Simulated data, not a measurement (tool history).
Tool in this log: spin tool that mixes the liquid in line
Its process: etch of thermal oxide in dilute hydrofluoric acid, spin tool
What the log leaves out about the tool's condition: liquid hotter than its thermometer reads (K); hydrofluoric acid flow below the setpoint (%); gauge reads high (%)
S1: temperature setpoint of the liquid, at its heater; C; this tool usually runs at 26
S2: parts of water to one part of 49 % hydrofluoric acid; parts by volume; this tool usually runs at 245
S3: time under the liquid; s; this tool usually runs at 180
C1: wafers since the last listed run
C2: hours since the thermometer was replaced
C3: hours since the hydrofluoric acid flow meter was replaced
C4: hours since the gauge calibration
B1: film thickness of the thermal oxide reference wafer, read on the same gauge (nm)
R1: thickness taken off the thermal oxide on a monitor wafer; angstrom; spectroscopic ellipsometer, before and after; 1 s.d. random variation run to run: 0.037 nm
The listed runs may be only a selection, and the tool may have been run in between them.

| run | hour | S1 | S2 | S3 | C1 | C2 | C3 | C4 | B1 | R1 |
|---|---|---|---|---|---|---|---|---|---|---|
| 1 | 0 | 22.5 | 245 | 180 | 0 | 307.7 | 2551.8 | 338.6 | 30.018 | 30.88 |
| 2 | 35.5 | 22.5 | 245 | 180 | 305 | 343.2 | 2587.3 | 374.1 | 30.06 | 31.15 |
| 3 | 69.9 | 22.5 | 245 | 180 | 296 | 377.6 | 2621.7 | 408.5 | 29.998 | 31.05 |
| 4 | 104.4 | 26 | 245 | 140 | 297 | 412.1 | 2656.2 | 443 | 30.014 | 27.61 |
| 5 | 121.6 | 26 | 245 | 140 | 148 | 429.3 | 2673.4 | 460.2 | 30.012 | 27.68 |
| 6 | 135.9 | 26 | 245 | 140 | 123 | 443.6 | 2687.7 | 474.5 | 30.006 | 27.89 |
| 7 | 151.2 | 26 | 245 | 120 | 131 | 458.9 | 2703 | 489.8 | 30.023 | 23.39 |
| 8 | 175.1 | 26 | 245 | 100 | 205 | 482.8 | 2726.9 | 513.7 | 29.99 | 20.01 |
|  | 185.6 | hydrofluoric acid flow meter replaced |
| 9 | 204 | 24.5 | 245 | 180 | 240 | 511.7 | 18.4 | 542.6 | 29.996 | 34.24 |
|  | 212.5 | thermometer replaced |
| 10 | 226.7 | 21.5 | 300 | 150 | 186 | 14.2 | 41.1 | 565.3 | 30.006 | 18.41 |

Expected results for the next run?
|  | 227.6 | gauge calibrated |
| 11 | 242 | 26 | 245 | 180 | 131 | 29.5 | 56.4 | 14.4 | ? | ? |

B1: 29.969
R1: 33.67 angstrom
Minus the tool's unlogged condition, the same run would have read R1 33.29 angstrom.

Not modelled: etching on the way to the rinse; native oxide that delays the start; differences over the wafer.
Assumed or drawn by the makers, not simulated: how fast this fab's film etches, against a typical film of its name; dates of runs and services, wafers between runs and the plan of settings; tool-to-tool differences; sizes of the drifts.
